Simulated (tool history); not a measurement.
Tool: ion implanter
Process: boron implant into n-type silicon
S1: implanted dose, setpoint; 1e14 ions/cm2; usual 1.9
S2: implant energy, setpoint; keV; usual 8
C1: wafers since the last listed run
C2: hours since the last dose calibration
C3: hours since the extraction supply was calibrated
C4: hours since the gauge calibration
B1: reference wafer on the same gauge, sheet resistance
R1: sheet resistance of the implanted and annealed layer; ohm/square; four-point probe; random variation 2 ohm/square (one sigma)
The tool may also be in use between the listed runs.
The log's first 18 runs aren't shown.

| run | day | S1 | S2 | C1 | C2 | C3 | C4 | B1 | R1 |
|---|---|---|---|---|---|---|---|---|---|
| 19 | 35.612 | 1.55 | 6 | 602 | 1185.6 | 5772.5 | 766.7 | 505.43 | 686.74 |
| 20 | 37.629 | 1.34 | 6 | 1083 | 1234 | 5820.9 | 815.1 | 506.21 | 777.05 |
| 21 | 40.512 | 1.9 | 8 | 1548 | 1303.2 | 5890.1 | 884.3 | 506.78 | 565.66 |
|  | 41.946 | gauge calibrated |
| 22 | 43.208 | 2.25 | 6.5 | 1448 | 1367.9 | 5954.8 | 30.3 | 506.78 | 503.72 |
|  | 44.771 | Faraday cup replaced and dose calibrated |
| 23 | 46.738 | 1.39 | 9 | 1716 | 47.2 | 6039.5 | 115 | 505.97 | 707.27 |
| 24 | 48.708 | 1.9 | 9.5 | 1058 | 94.5 | 6086.8 | 162.3 | 506.44 | 541.79 |
|  | 51.458 | extraction supply calibrated |
| 25 | 56.379 | 2.17 | 6.5 | 3941 | 278.6 | 118.1 | 346.4 | 506.74 | 509.16 |
| 26 | 57.796 | 1.9 | 8 | 761 | 312.6 | 152.1 | 380.4 | 505.49 | 554.06 |
| 27 | 60.45 | 2.28 | 5.5 | 1425 | 376.3 | 215.8 | 444.1 | 506.06 | 499.38 |
| 28 | 61.625 | 1.9 | 8 | 631 | 404.5 | 244 | 472.3 | 506.05 | 551.21 |
| 29 | 62.908 | 1.9 | 10.5 | 689 | 435.3 | 274.8 | 503.1 | 507.24 | 532.56 |
| 30 | 65.079 | 1.9 | 6 | 1166 | 487.4 | 326.9 | 555.2 | 505.96 | 572.85 |
| 31 | 67.438 | 2.42 | 7 | 1266 | 544 | 383.5 | 611.8 | 505.98 | 459.71 |

Run 32 comes next. What will it give?
| 32 | 70.175 | 1.68 | 9 | 1470 | 609.7 | 449.2 | 677.5 | ? | ? |

B1: 506.23
R1: 602.83 ohm/square
Without the tool's hidden state the same run would have given R1 599.39 ohm/square.

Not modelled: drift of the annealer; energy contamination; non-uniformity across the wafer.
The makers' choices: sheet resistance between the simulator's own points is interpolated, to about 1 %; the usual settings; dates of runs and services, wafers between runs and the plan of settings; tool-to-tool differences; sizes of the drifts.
